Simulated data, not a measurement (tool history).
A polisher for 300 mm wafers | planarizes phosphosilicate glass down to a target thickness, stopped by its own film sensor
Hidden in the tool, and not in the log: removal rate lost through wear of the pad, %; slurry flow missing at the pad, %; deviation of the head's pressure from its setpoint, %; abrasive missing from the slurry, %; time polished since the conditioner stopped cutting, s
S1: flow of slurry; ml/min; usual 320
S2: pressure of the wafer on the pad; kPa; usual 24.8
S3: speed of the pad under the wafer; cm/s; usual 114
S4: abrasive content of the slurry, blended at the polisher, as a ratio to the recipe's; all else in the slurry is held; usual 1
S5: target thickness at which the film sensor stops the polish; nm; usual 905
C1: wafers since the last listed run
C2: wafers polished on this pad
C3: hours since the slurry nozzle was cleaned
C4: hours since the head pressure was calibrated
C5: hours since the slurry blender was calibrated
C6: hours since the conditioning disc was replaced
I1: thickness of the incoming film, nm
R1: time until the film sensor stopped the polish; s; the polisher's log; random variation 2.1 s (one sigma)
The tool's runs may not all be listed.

run,hour,S1,S2,S3,S4,S5,C1,C2,C3,C4,C5,C6,I1,R1
1,0,320,24.8,114,1,905,0,2113,509.9,208.6,186.8,148.8,2271.5,134.3
# hour 1.8: slurry nozzle cleaned
2,35.8,320,24.8,114,1,905,324,2438,34,244.4,222.6,184.6,2280.3,138.6
3,85.7,235,24.8,102,1,905,465,2903,83.9,294.3,272.5,234.5,2254.6,149.1
# hour 115.7: worn pad replaced by a new one
4,146.4,235,24.8,102,1,905,528,286,144.6,355,333.2,295.2,2237.1,129.6
# hour 154.5: slurry blender recalibrated
5,184.6,320,24.8,114,0.85,905,337,623,182.8,393.2,30.1,333.4,2249.6,127.4
# hour 200.5: conditioning disc replaced and pad reconditioned
6,235.7,320,24.8,114,0.85,905,457,1081,233.9,444.3,81.2,35.2,2235.5,128
# hour 272.5: head pressure recalibrated
7,304.1,320,24.8,114,0.85,905,619,1700,302.3,31.6,149.6,103.6,2253.6,144.9
8,358.4,320,24.8,114,1,905,506,2206,356.6,85.9,203.9,157.9,2215.5,138.4
# hour 477.2: worn pad replaced by a new one
# hour 495.2: slurry blender recalibrated
9,545.4,320,24.8,114,1,905,1687,617,543.6,272.9,50.2,344.9,2222.1,125
# hour 569.5: conditioning disc replaced and pad reconditioned
10,592.8,275,15.9,146,0.9,905,423,1040,591,320.3,97.6,23.3,2237.8,166.8
# hour 596.8: slurry nozzle cleaned
11,664.3,225,24.8,114,1,1156,657,1697,67.5,391.8,169.1,94.8,2239.7,109.2
12,697.7,320,17.2,114,0.85,905,311,2009,100.9,425.2,202.5,128.2,2243.5,188.7
13,743.3,380,29,114,1.25,558,425,2434,146.5,470.8,248.1,173.8,2258.7,135.1
# hour 768.1: head pressure recalibrated
# hour 781: worn pad replaced by a new one
14,781.5,220,16.5,114,0.75,905,300,4,184.7,13.4,286.3,212,2253.1,209.1
15,821.9,320,24.8,114,1,1243,376,381,225.1,53.8,326.7,252.4,2271,100.6
16,846.3,320,24.8,114,1,905,227,608,249.5,78.2,351.1,276.8,2229.5,127.5
# hour 867.6: slurry blender recalibrated
17,914,320,24.8,124,0.85,1311,612,1221,317.2,145.9,46.4,344.5,2225.3,90.2
# hour 924.4: conditioning disc replaced and pad reconditioned
18,969.9,280,31.7,114,0.9,905,502,1723,373.1,201.8,102.3,45.5,2202,107.5
19,1031.9,320,24.8,114,1,905,577,2301,435.1,263.8,164.3,107.5,2214.5,129.1
# hour 1155.9: worn pad replaced by a new one
20,1161.8,375,24.8,114,0.85,905,1173,54,565,393.7,294.2,237.4,2255.8,128.2
# hour 1184.3: head pressure recalibrated
21,1189.7,320,24.8,114,1,905,241,296,592.9,5.4,322.1,265.3,2242.7,139.6
# hour 1197.4: slurry blender recalibrated
# hour 1217.5: slurry nozzle cleaned
22,1257.2,320,24.8,114,1,905,601,897,39.7,72.9,59.8,332.8,2225.1,128
# hour 1270.2: conditioning disc replaced and pad reconditioned
23,1321,320,24.8,114,0.85,905,576,1473,103.5,136.7,123.6,50.8,2242.4,140.8
24,1372.2,320,24.8,132,0.8,905,477,1950,154.7,187.9,174.8,102,2229.2,132.9

The next listed run, before its measurement:
25,1406.5,320,24.8,100,1,746,319,2270,189,222.2,209.1,136.3,2236,?

Run 25 gave R1 153.8 s.
Without the tool's hidden state the same run would have given R1 150.6 s.
